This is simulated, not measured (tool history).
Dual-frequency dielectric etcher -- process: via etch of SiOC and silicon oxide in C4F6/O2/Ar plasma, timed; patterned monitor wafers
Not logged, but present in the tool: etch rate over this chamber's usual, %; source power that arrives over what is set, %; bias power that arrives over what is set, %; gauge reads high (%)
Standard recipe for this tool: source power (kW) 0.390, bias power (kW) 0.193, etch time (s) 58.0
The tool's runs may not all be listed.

run	hour	source power (kW)	bias power (kW)	etch time (s)	wafers since the last listed run	hours since the last wet clean	hours since the last source power generator calibration	hours since the last bias power generator calibration	hours since the last upper electrode change	hours since the gauge calibration	read-back reference wafer on the same gauge, depth_nm	mean etch depth across the wafer (Å)
1	0.0	0.390	0.193	58.0	0	33.0	2623.9	2821.2	2579.0	95.7	70.3	699
2	65.5	0.390	0.193	58.0	499	98.5	2689.4	2886.7	2644.5	161.2	70.3	698
3	219.2	0.390	0.193	58.0	1173	252.2	2843.1	3040.4	2798.2	314.9	70.3	697
4	259.7	0.390	0.193	58.0	309	292.7	2883.6	3080.9	2838.7	355.4	70.3	698
5	311.2	0.390	0.193	58.0	393	344.2	2935.1	3132.4	2890.2	406.9	70.3	697
6	378.7	0.390	0.193	58.0	515	411.7	3002.6	3199.9	2957.7	474.4	70.3	697
# hour 408.1: wet clean of the chamber
7	445.5	0.390	0.193	58.0	326	37.4	3069.4	3266.7	3024.5	541.2	70.3	699
8	470.4	0.390	0.193	58.0	190	62.3	3094.3	3291.6	3049.4	566.1	70.3	700
# hour 510.9: bias power generator calibrated
9	529.5	0.390	0.210	67.0	420	121.4	3153.4	18.6	3108.5	625.2	70.3	847
10	576.5	0.390	0.230	58.0	358	168.4	3200.4	65.6	3155.5	672.2	70.3	760
11	608.1	0.390	0.230	58.0	241	200.0	3232.0	97.2	3187.1	703.8	70.3	761
12	677.6	0.390	0.193	58.0	530	269.5	3301.5	166.7	3256.6	773.3	70.3	713
13	746.2	0.350	0.193	75.0	523	338.1	3370.1	235.3	3325.2	841.9	70.3	884
# hour 769.3: gauge calibrated
# hour 782.3: wet clean of the chamber
14	798.7	0.390	0.193	58.0	217	16.4	3422.6	287.8	3377.7	29.4	70.3	711
# hour 854.6: source power generator calibrated
15	865.4	0.390	0.193	66.0	478	83.1	10.8	354.5	3444.4	96.1	70.3	796
16	917.8	0.460	0.193	70.5	399	135.5	63.2	406.9	3496.8	148.5	70.3	902
17	965.9	0.390	0.193	58.0	367	183.6	111.3	455.0	3544.9	196.6	70.3	700
# hour 1019.6: upper electrode replaced
# hour 1163.1: wet clean of the chamber
18	1163.6	0.430	0.193	58.0	1142	0.5	309.0	652.7	144.0	394.3	70.3	726
19	1207.3	0.390	0.193	58.0	333	44.2	352.7	696.4	187.7	438.0	70.3	706
20	1238.1	0.390	0.226	58.0	235	75.0	383.5	727.2	218.5	468.8	70.3	746
21	1309.7	0.440	0.193	42.0	546	146.6	455.1	798.8	290.1	540.4	70.3	532
22	1350.1	0.440	0.230	64.5	308	187.0	495.5	839.2	330.5	580.8	70.3	875
23	1407.8	0.310	0.235	64.0	440	244.7	553.2	896.9	388.2	638.5	70.3	773

Consider 3 possible next runs. They are alternatives, not a sequence: every one starts from the tool as it was left by run 23. What does each give?
A	1408.2	0.390	0.152	58.0	3	245.1	553.6	897.3	388.6	638.9	?	?
B	1408.2	0.460	0.162	53.5	3	245.1	553.6	897.3	388.6	638.9	?	?
C	1408.2	0.390	0.193	42.0	3	245.1	553.6	897.3	388.6	638.9	?	?

run	read-back reference wafer on the same gauge, depth_nm	mean etch depth across the wafer (Å)
A	70.3	645
B	70.3	647
C	70.3	511
The same runs, with their run-to-run variation unchanged, on a tool lacking any hidden condition would have given:
run	mean etch depth across the wafer (Å)
A	641
B	643
C	508

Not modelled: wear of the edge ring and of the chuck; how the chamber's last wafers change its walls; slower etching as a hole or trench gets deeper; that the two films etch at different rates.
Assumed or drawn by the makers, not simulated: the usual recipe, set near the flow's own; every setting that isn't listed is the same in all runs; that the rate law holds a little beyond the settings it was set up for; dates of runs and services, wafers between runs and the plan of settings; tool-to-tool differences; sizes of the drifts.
